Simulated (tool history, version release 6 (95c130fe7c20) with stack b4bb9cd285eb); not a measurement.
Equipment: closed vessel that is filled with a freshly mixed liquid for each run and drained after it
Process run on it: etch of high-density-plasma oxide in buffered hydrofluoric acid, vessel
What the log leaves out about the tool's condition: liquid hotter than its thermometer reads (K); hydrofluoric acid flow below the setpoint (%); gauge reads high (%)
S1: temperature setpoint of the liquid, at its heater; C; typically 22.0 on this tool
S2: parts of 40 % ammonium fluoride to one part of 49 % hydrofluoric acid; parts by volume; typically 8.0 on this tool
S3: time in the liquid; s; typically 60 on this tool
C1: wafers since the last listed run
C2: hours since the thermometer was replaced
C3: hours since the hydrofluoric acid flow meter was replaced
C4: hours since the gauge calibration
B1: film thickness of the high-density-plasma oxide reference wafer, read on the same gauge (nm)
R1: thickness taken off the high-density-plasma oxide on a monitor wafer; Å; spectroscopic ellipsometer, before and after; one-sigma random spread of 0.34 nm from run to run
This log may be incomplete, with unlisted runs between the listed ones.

run 1 hour=0.0 | S1=22.0 S2=8.0 S3=60 | C1=0 C2=2353.8 C3=1260.2 C4=76.6 | B1=130.03 | R1=757.5
run 2 hour=8.5 | S1=22.0 S2=8.0 S3=60 | C1=588 C2=2362.3 C3=1268.7 C4=85.1 | B1=130.00 | R1=753.6
run 3 hour=41.8 | S1=22.0 S2=8.0 S3=60 | C1=2306 C2=2395.6 C3=1302.0 C4=118.4 | B1=130.00 | R1=747.1
run 4 hour=51.0 | S1=22.0 S2=8.0 S3=60 | C1=637 C2=2404.8 C3=1311.2 C4=127.6 | B1=130.02 | R1=755.5
run 5 hour=61.0 | S1=22.0 S2=8.0 S3=60 | C1=692 C2=2414.8 C3=1321.2 C4=137.6 | B1=129.97 | R1=748.7
-- hour=70.2 thermometer replaced
run 6 hour=73.6 | S1=22.0 S2=8.0 S3=60 | C1=803 C2=3.4 C3=1333.8 C4=150.2 | B1=130.01 | R1=748.4
-- hour=76.7 hydrofluoric acid flow meter replaced
run 7 hour=88.3 | S1=22.0 S2=8.0 S3=60 | C1=949 C2=18.1 C3=11.6 C4=164.9 | B1=130.01 | R1=698.2
run 8 hour=95.1 | S1=22.0 S2=8.0 S3=60 | C1=471 C2=24.9 C3=18.4 C4=171.7 | B1=129.97 | R1=698.6
-- hour=96.6 gauge calibrated
run 9 hour=103.6 | S1=22.0 S2=8.0 S3=60 | C1=588 C2=33.4 C3=26.9 C4=7.0 | B1=129.99 | R1=703.3
run 10 hour=110.8 | S1=19.0 S2=10.5 S3=60 | C1=498 C2=40.6 C3=34.1 C4=14.2 | B1=130.02 | R1=458.8
run 11 hour=126.2 | S1=20.0 S2=9.5 S3=85 | C1=1066 C2=56.0 C3=49.5 C4=29.6 | B1=130.02 | R1=761.2
-- hour=128.9 hydrofluoric acid flow meter replaced, repeated, since the last time left the tool worse
run 12 hour=135.5 | S1=27.0 S2=10.5 S3=30 | C1=574 C2=65.3 C3=6.6 C4=38.9 | B1=129.99 | R1=417.2
run 13 hour=148.0 | S1=19.0 S2=10.5 S3=60 | C1=865 C2=77.8 C3=19.1 C4=51.4 | B1=129.97 | R1=539.6
run 14 hour=161.3 | S1=22.0 S2=8.0 S3=60 | C1=921 C2=91.1 C3=32.4 C4=64.7 | B1=130.01 | R1=815.9
run 15 hour=171.0 | S1=19.5 S2=8.0 S3=60 | C1=671 C2=100.8 C3=42.1 C4=74.4 | B1=130.05 | R1=707.7
run 16 hour=185.0 | S1=26.5 S2=8.0 S3=60 | C1=969 C2=114.8 C3=56.1 C4=88.4 | B1=130.01 | R1=1037.5
run 17 hour=200.6 | S1=19.0 S2=10.5 S3=60 | C1=1080 C2=130.4 C3=71.7 C4=104.0 | B1=130.03 | R1=538.7
run 18 hour=211.9 | S1=22.0 S2=9.0 S3=60 | C1=782 C2=141.7 C3=83.0 C4=115.3 | B1=129.95 | R1=715.5
run 19 hour=226.9 | S1=26.0 S2=5.5 S3=75 | C1=1039 C2=156.7 C3=98.0 C4=130.3 | B1=130.00 | R1=1803.1

What if the next run were any one of these 4? Each begins from the tool's condition after run 19:
run A hour=227.6 | S1=22.0 S2=8.0 S3=85 | C1=48 C2=157.4 C3=98.7 C4=131.0 | B1=? | R1=?
run B hour=227.6 | S1=22.0 S2=10.0 S3=60 | C1=48 C2=157.4 C3=98.7 C4=131.0 | B1=? | R1=?
run C hour=227.6 | S1=22.0 S2=8.0 S3=70 | C1=48 C2=157.4 C3=98.7 C4=131.0 | B1=? | R1=?
run D hour=227.6 | S1=22.0 S2=10.5 S3=60 | C1=48 C2=157.4 C3=98.7 C4=131.0 | B1=? | R1=?

run=A B1=129.98 R1=1154.5
run=B B1=129.98 R1=671.8
run=C B1=129.98 R1=950.7
run=D B1=129.98 R1=640.7
What these runs would have given with no unlogged condition in the tool:
run=A R1=1166.0
run=B R1=677.9
run=C R1=960.3
run=D R1=646.4

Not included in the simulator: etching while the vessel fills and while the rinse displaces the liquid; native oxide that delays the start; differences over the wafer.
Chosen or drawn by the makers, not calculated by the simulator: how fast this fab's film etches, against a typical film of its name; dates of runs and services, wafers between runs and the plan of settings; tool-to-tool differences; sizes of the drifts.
